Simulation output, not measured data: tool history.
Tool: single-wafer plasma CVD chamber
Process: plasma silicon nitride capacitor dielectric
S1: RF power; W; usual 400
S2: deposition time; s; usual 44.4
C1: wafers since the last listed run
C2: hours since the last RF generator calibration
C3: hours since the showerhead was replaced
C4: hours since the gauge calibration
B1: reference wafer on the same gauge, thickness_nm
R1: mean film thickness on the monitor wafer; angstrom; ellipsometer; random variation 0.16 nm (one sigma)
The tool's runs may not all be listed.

{"run": 1, "hour": 0.0, "S1": 400, "S2": 44.4, "C1": 0, "C2": 1188, "C3": 4229.7, "C4": 1141.1, "B1": 54.204, "R1": 652.97}
{"run": 2, "hour": 70.2, "S1": 400, "S2": 44.4, "C1": 1541, "C2": 1258.2, "C3": 4299.9, "C4": 1211.3, "B1": 54.223, "R1": 651.05}
{"run": 3, "hour": 147.9, "S1": 375, "S2": 44.4, "C1": 1705, "C2": 1335.9, "C3": 4377.6, "C4": 1289, "B1": 54.168, "R1": 637.72}
{"hour": 200.2, "done": "RF generator calibrated"}
{"run": 4, "hour": 222.1, "S1": 400, "S2": 44.4, "C1": 1453, "C2": 21.9, "C3": 4451.8, "C4": 1363.2, "B1": 54.2, "R1": 650.85}
{"run": 5, "hour": 282.7, "S1": 400, "S2": 44.4, "C1": 1330, "C2": 82.5, "C3": 4512.4, "C4": 1423.8, "B1": 54.13, "R1": 649.14}
{"run": 6, "hour": 379.1, "S1": 400, "S2": 44.4, "C1": 2116, "C2": 178.9, "C3": 4608.8, "C4": 1520.2, "B1": 54.162, "R1": 651.86}
{"run": 7, "hour": 463.0, "S1": 400, "S2": 44.4, "C1": 1841, "C2": 262.8, "C3": 4692.7, "C4": 1604.1, "B1": 54.148, "R1": 650.24}
{"run": 8, "hour": 542.3, "S1": 380, "S2": 44.4, "C1": 1740, "C2": 342.1, "C3": 4772, "C4": 1683.4, "B1": 54.113, "R1": 641.62}
{"run": 9, "hour": 642.8, "S1": 380, "S2": 44.4, "C1": 2206, "C2": 442.6, "C3": 4872.5, "C4": 1783.9, "B1": 54.072, "R1": 637.86}
{"run": 10, "hour": 734.8, "S1": 400, "S2": 44.4, "C1": 2019, "C2": 534.6, "C3": 4964.5, "C4": 1875.9, "B1": 54.05, "R1": 649.12}
{"run": 11, "hour": 801.6, "S1": 400, "S2": 44.4, "C1": 1466, "C2": 601.4, "C3": 5031.3, "C4": 1942.7, "B1": 53.948, "R1": 651.46}
{"run": 12, "hour": 868.8, "S1": 345, "S2": 44.4, "C1": 1475, "C2": 668.6, "C3": 5098.5, "C4": 2009.9, "B1": 54.004, "R1": 618.04}
{"run": 13, "hour": 923.1, "S1": 345, "S2": 44.4, "C1": 1192, "C2": 722.9, "C3": 5152.8, "C4": 2064.2, "B1": 53.986, "R1": 620.21}
{"run": 14, "hour": 1013.8, "S1": 345, "S2": 44.4, "C1": 1991, "C2": 813.6, "C3": 5243.5, "C4": 2154.9, "B1": 53.97, "R1": 619.25}
{"run": 15, "hour": 1058.4, "S1": 400, "S2": 44.4, "C1": 979, "C2": 858.2, "C3": 5288.1, "C4": 2199.5, "B1": 53.913, "R1": 649.93}
{"run": 16, "hour": 1152.4, "S1": 400, "S2": 44.4, "C1": 2063, "C2": 952.2, "C3": 5382.1, "C4": 2293.5, "B1": 53.938, "R1": 649.4}
{"hour": 1240.4, "done": "showerhead replaced"}
{"run": 17, "hour": 1258.1, "S1": 355, "S2": 47.2, "C1": 2144, "C2": 1057.9, "C3": 17.7, "C4": 2399.2, "B1": 53.918, "R1": 663.42}
{"run": 18, "hour": 1360.1, "S1": 440, "S2": 36.4, "C1": 2239, "C2": 1159.9, "C3": 119.7, "C4": 2501.2, "B1": 53.929, "R1": 544.85}
{"hour": 1388.7, "done": "gauge calibrated"}
{"run": 19, "hour": 1424.6, "S1": 370, "S2": 46.7, "C1": 1416, "C2": 1224.4, "C3": 184.2, "C4": 35.9, "B1": 54.387, "R1": 670.3}
{"run": 20, "hour": 1481.5, "S1": 400, "S2": 44.4, "C1": 1249, "C2": 1281.3, "C3": 241.1, "C4": 92.8, "B1": 54.392, "R1": 651.63}
{"run": 21, "hour": 1555.3, "S1": 400, "S2": 47, "C1": 1620, "C2": 1355.1, "C3": 314.9, "C4": 166.6, "B1": 54.371, "R1": 692.23}
{"hour": 1592.1, "done": "RF generator calibrated"}
{"run": 22, "hour": 1595.2, "S1": 340, "S2": 50.1, "C1": 700, "C2": 3.1, "C3": 354.8, "C4": 206.5, "B1": 54.367, "R1": 702.33}
{"run": 23, "hour": 1639.3, "S1": 475, "S2": 36.8, "C1": 968, "C2": 47.2, "C3": 398.9, "C4": 250.6, "B1": 54.354, "R1": 572.56}
{"run": 24, "hour": 1728.8, "S1": 440, "S2": 35.9, "C1": 1964, "C2": 136.7, "C3": 488.4, "C4": 340.1, "B1": 54.335, "R1": 544.92}
{"run": 25, "hour": 1789.5, "S1": 435, "S2": 52, "C1": 1332, "C2": 197.4, "C3": 549.1, "C4": 400.8, "B1": 54.326, "R1": 789.39}
{"run": 26, "hour": 1892.5, "S1": 340, "S2": 44.4, "C1": 2261, "C2": 300.4, "C3": 652.1, "C4": 503.8, "B1": 54.323, "R1": 620.18}
{"run": 27, "hour": 1994.0, "S1": 435, "S2": 36.4, "C1": 2228, "C2": 401.9, "C3": 753.6, "C4": 605.3, "B1": 54.329, "R1": 549.44}
{"run": 28, "hour": 2077.4, "S1": 400, "S2": 44.4, "C1": 1830, "C2": 485.3, "C3": 837, "C4": 688.7, "B1": 54.239, "R1": 652.73}
{"run": 29, "hour": 2145.2, "S1": 455, "S2": 35.6, "C1": 1488, "C2": 553.1, "C3": 904.8, "C4": 756.5, "B1": 54.239, "R1": 546.17}
{"run": 30, "hour": 2222.1, "S1": 400, "S2": 44.4, "C1": 1688, "C2": 630, "C3": 981.7, "C4": 833.4, "B1": 54.243, "R1": 649.66}

Forecast run 31:
{"run": 31, "hour": 2311.6, "S1": 400, "S2": 40.2, "C1": 1964, "C2": 719.5, "C3": 1071.2, "C4": 922.9, "B1": "?", "R1": "?"}

Run 31 gave B1 54.126, R1 593.08 angstrom.
Without the tool's hidden state the same run would have given R1 596.44 angstrom.
